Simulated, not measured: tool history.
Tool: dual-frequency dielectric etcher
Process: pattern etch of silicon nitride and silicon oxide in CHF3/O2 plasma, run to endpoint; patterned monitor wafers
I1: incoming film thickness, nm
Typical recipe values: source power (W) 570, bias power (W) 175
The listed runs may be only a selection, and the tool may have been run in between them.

{"run": 1, "hour": 0.0, "source power (W)": 570, "bias power (W)": 175, "I1": 212.6, "endpoint time (s)": 150.8}
{"run": 2, "hour": 64.3, "source power (W)": 520, "bias power (W)": 145, "I1": 212.3, "endpoint time (s)": 161.1}
{"run": 3, "hour": 149.8, "source power (W)": 570, "bias power (W)": 175, "I1": 211.6, "endpoint time (s)": 148.9}
{"hour": 186.0, "done": "wet clean of the chamber"}
{"run": 4, "hour": 301.4, "source power (W)": 570, "bias power (W)": 175, "I1": 212.4, "endpoint time (s)": 149.9}
{"run": 5, "hour": 355.3, "source power (W)": 570, "bias power (W)": 162, "I1": 213.2, "endpoint time (s)": 153.1}
{"run": 6, "hour": 420.5, "source power (W)": 570, "bias power (W)": 162, "I1": 213.9, "endpoint time (s)": 153.4}
{"run": 7, "hour": 459.2, "source power (W)": 570, "bias power (W)": 162, "I1": 213.5, "endpoint time (s)": 151.8}
{"run": 8, "hour": 553.7, "source power (W)": 640, "bias power (W)": 201, "I1": 213.1, "endpoint time (s)": 138.4}
{"run": 9, "hour": 622.3, "source power (W)": 670, "bias power (W)": 185, "I1": 212.2, "endpoint time (s)": 136.5}
{"run": 10, "hour": 690.4, "source power (W)": 570, "bias power (W)": 192, "I1": 212.6, "endpoint time (s)": 146.4}
{"hour": 815.2, "done": "wet clean of the chamber"}
{"run": 11, "hour": 971.4, "source power (W)": 570, "bias power (W)": 192, "I1": 211.4, "endpoint time (s)": 146.6}
{"hour": 994.7, "done": "source power generator calibrated"}
{"run": 12, "hour": 1078.6, "source power (W)": 570, "bias power (W)": 192, "I1": 212, "endpoint time (s)": 147}
{"hour": 1192.2, "done": "upper electrode replaced"}
{"run": 13, "hour": 1192.7, "source power (W)": 450, "bias power (W)": 132, "I1": 212, "endpoint time (s)": 175.8}
{"run": 14, "hour": 1236.6, "source power (W)": 520, "bias power (W)": 195, "I1": 213.4, "endpoint time (s)": 151.4}
{"run": 15, "hour": 1298.1, "source power (W)": 570, "bias power (W)": 175, "I1": 211.2, "endpoint time (s)": 149.5}
{"run": 16, "hour": 1344.0, "source power (W)": 520, "bias power (W)": 151, "I1": 213.4, "endpoint time (s)": 162}
{"run": 17, "hour": 1382.2, "source power (W)": 570, "bias power (W)": 205, "I1": 212.4, "endpoint time (s)": 145}
{"hour": 1401.6, "done": "bias power generator calibrated"}
{"run": 18, "hour": 1472.5, "source power (W)": 440, "bias power (W)": 156, "I1": 211.9, "endpoint time (s)": 169.1}
{"hour": 1531.1, "done": "wet clean of the chamber"}
{"run": 19, "hour": 1572.9, "source power (W)": 620, "bias power (W)": 157, "I1": 214.4, "endpoint time (s)": 148.9}
{"run": 20, "hour": 1613.0, "source power (W)": 570, "bias power (W)": 175, "I1": 212.8, "endpoint time (s)": 149}
{"run": 21, "hour": 1664.0, "source power (W)": 620, "bias power (W)": 152, "I1": 213, "endpoint time (s)": 148.9}
{"run": 22, "hour": 1768.6, "source power (W)": 510, "bias power (W)": 133, "I1": 214, "endpoint time (s)": 167.1}
{"run": 23, "hour": 1826.3, "source power (W)": 570, "bias power (W)": 132, "I1": 212.2, "endpoint time (s)": 159.5}
{"run": 24, "hour": 1904.1, "source power (W)": 520, "bias power (W)": 195, "I1": 211.9, "endpoint time (s)": 150.2}
{"run": 25, "hour": 1945.5, "source power (W)": 570, "bias power (W)": 175, "I1": 214.2, "endpoint time (s)": 148.5}

Branching from run 25: 4 alternative next runs. What would each branch give?
{"run": "A", "hour": 1946.0, "source power (W)": 570, "bias power (W)": 144, "I1": 211.4, "endpoint time (s)": "?"}
{"run": "B", "hour": 1946.0, "source power (W)": 650, "bias power (W)": 139, "I1": 211.4, "endpoint time (s)": "?"}
{"run": "C", "hour": 1946.0, "source power (W)": 510, "bias power (W)": 197, "I1": 211.4, "endpoint time (s)": "?"}
{"run": "D", "hour": 1946.0, "source power (W)": 680, "bias power (W)": 135, "I1": 211.4, "endpoint time (s)": "?"}

run=A endpoint_time_(s)=155.5
run=B endpoint_time_(s)=148.7
run=C endpoint_time_(s)=150.7
run=D endpoint_time_(s)=146.9
With the hidden condition removed and each run's random variation left untouched, the same runs would have given:
run=A endpoint_time_(s)=155.5
run=B endpoint_time_(s)=148.7
run=C endpoint_time_(s)=150.7
run=D endpoint_time_(s)=146.9

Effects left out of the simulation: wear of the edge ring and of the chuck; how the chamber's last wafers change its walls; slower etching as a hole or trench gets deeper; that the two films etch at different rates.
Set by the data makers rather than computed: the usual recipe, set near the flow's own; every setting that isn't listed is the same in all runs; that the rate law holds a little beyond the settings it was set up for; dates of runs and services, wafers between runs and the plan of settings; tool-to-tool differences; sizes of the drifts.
